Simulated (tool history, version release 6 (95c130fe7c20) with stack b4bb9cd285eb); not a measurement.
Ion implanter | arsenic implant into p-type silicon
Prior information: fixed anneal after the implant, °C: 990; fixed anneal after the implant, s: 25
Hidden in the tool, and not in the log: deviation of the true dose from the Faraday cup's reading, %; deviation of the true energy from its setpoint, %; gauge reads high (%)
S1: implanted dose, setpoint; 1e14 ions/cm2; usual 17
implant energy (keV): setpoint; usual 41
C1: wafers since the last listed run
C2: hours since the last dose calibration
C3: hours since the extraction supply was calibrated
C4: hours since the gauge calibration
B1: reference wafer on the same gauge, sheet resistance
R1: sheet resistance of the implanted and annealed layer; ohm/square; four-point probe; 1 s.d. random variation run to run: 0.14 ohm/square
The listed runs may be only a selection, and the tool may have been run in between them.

run 1 hour=0 | S1=17 implant_energy_(keV)=48.5 | C1=0 C2=893.4 C3=3722 C4=834 | B1=76.99 | R1=86.93
run 2 hour=55.3 | S1=17 implant_energy_(keV)=48.5 | C1=682 C2=948.7 C3=3777.3 C4=889.3 | B1=77.01 | R1=86.62
-- hour=143.3 Faraday cup replaced and dose calibrated
run 3 hour=150 | S1=17 implant_energy_(keV)=48.5 | C1=1070 C2=6.7 C3=3872 C4=984 | B1=76.99 | R1=88.19
run 4 hour=205.3 | S1=17 implant_energy_(keV)=41 | C1=682 C2=62 C3=3927.3 C4=1039.3 | B1=77.01 | R1=93.06
run 5 hour=294.3 | S1=17 implant_energy_(keV)=41 | C1=1099 C2=151 C3=4016.3 C4=1128.3 | B1=77.02 | R1=92.96
run 6 hour=337.5 | S1=17 implant_energy_(keV)=41 | C1=533 C2=194.2 C3=4059.5 C4=1171.5 | B1=77 | R1=93.21
run 7 hour=406.8 | S1=19.27 implant_energy_(keV)=41 | C1=855 C2=263.5 C3=4128.8 C4=1240.8 | B1=77.02 | R1=89.75
run 8 hour=463.5 | S1=19.27 implant_energy_(keV)=41 | C1=700 C2=320.2 C3=4185.5 C4=1297.5 | B1=77.03 | R1=89.48
run 9 hour=542 | S1=17 implant_energy_(keV)=41 | C1=969 C2=398.7 C3=4264 C4=1376 | B1=76.99 | R1=92.98
run 10 hour=813.2 | S1=17 implant_energy_(keV)=41 | C1=3349 C2=669.9 C3=4535.2 C4=1647.2 | B1=77 | R1=92.75
-- hour=814.7 gauge calibrated
-- hour=833.7 extraction supply calibrated
run 11 hour=893 | S1=17 implant_energy_(keV)=41 | C1=886 C2=749.7 C3=59.3 C4=78.3 | B1=77.01 | R1=91.29
run 12 hour=945 | S1=17 implant_energy_(keV)=41 | C1=642 C2=801.7 C3=111.3 C4=130.3 | B1=76.99 | R1=91.33
run 13 hour=1021.7 | S1=17 implant_energy_(keV)=41 | C1=947 C2=878.4 C3=188 C4=207 | B1=77 | R1=91.14
run 14 hour=1156.2 | S1=17 implant_energy_(keV)=41 | C1=1661 C2=1012.9 C3=322.5 C4=341.5 | B1=76.98 | R1=91.05
run 15 hour=1199.2 | S1=18.72 implant_energy_(keV)=49 | C1=531 C2=1055.9 C3=365.5 C4=384.5 | B1=76.97 | R1=82.59
run 16 hour=1242.3 | S1=17 implant_energy_(keV)=41 | C1=532 C2=1099 C3=408.6 C4=427.6 | B1=76.97 | R1=91.11
run 17 hour=1336.5 | S1=17 implant_energy_(keV)=51.5 | C1=1163 C2=1193.2 C3=502.8 C4=521.8 | B1=77 | R1=84.13
-- hour=1401.7 Faraday cup replaced and dose calibrated
run 18 hour=1409.4 | S1=14.94 implant_energy_(keV)=46.5 | C1=801 C2=7.7 C3=575.7 C4=594.7 | B1=77.01 | R1=93.38
run 19 hour=1454.7 | S1=17 implant_energy_(keV)=41 | C1=559 C2=53 C3=621 C4=640 | B1=77.01 | R1=92.33
run 20 hour=1516.7 | S1=20.27 implant_energy_(keV)=41 | C1=765 C2=115 C3=683 C4=702 | B1=77.02 | R1=87.47
run 21 hour=1557.5 | S1=17 implant_energy_(keV)=41 | C1=503 C2=155.8 C3=723.8 C4=742.8 | B1=77 | R1=92.16
run 22 hour=1620.5 | S1=12.15 implant_energy_(keV)=36 | C1=778 C2=218.8 C3=786.8 C4=805.8 | B1=76.98 | R1=110.37
run 23 hour=1724.7 | S1=20.08 implant_energy_(keV)=46.5 | C1=1286 C2=323 C3=891 C4=910 | B1=77.01 | R1=83.01
run 24 hour=1772.7 | S1=18.56 implant_energy_(keV)=41 | C1=592 C2=371 C3=939 C4=958 | B1=76.99 | R1=89.78
run 25 hour=1829.2 | S1=17 implant_energy_(keV)=35 | C1=697 C2=427.5 C3=995.5 C4=1014.5 | B1=77.01 | R1=97.69
run 26 hour=1913.6 | S1=17 implant_energy_(keV)=41 | C1=1042 C2=511.9 C3=1079.9 C4=1098.9 | B1=77 | R1=91.89
run 27 hour=1981.3 | S1=15.01 implant_energy_(keV)=28.5 | C1=836 C2=579.6 C3=1147.6 C4=1166.6 | B1=77.01 | R1=109.43

Here are 3 independent what-if runs from the current tool condition. What would each one return?
run A hour=1981.7 | S1=17 implant_energy_(keV)=41 | C1=4 C2=580 C3=1148 C4=1167 | B1=? | R1=?
run B hour=1981.7 | S1=18.8 implant_energy_(keV)=35.5 | C1=4 C2=580 C3=1148 C4=1167 | B1=? | R1=?
run C hour=1981.7 | S1=22.04 implant_energy_(keV)=33.5 | C1=4 C2=580 C3=1148 C4=1167 | B1=? | R1=?

run=A B1=77.01 R1=92.09
run=B B1=77.01 R1=94.61
run=C B1=77.01 R1=93.79
With the hidden condition removed and each run's random variation left untouched, the same runs would have given:
run=A R1=92.16
run=B R1=94.42
run=C R1=93.4

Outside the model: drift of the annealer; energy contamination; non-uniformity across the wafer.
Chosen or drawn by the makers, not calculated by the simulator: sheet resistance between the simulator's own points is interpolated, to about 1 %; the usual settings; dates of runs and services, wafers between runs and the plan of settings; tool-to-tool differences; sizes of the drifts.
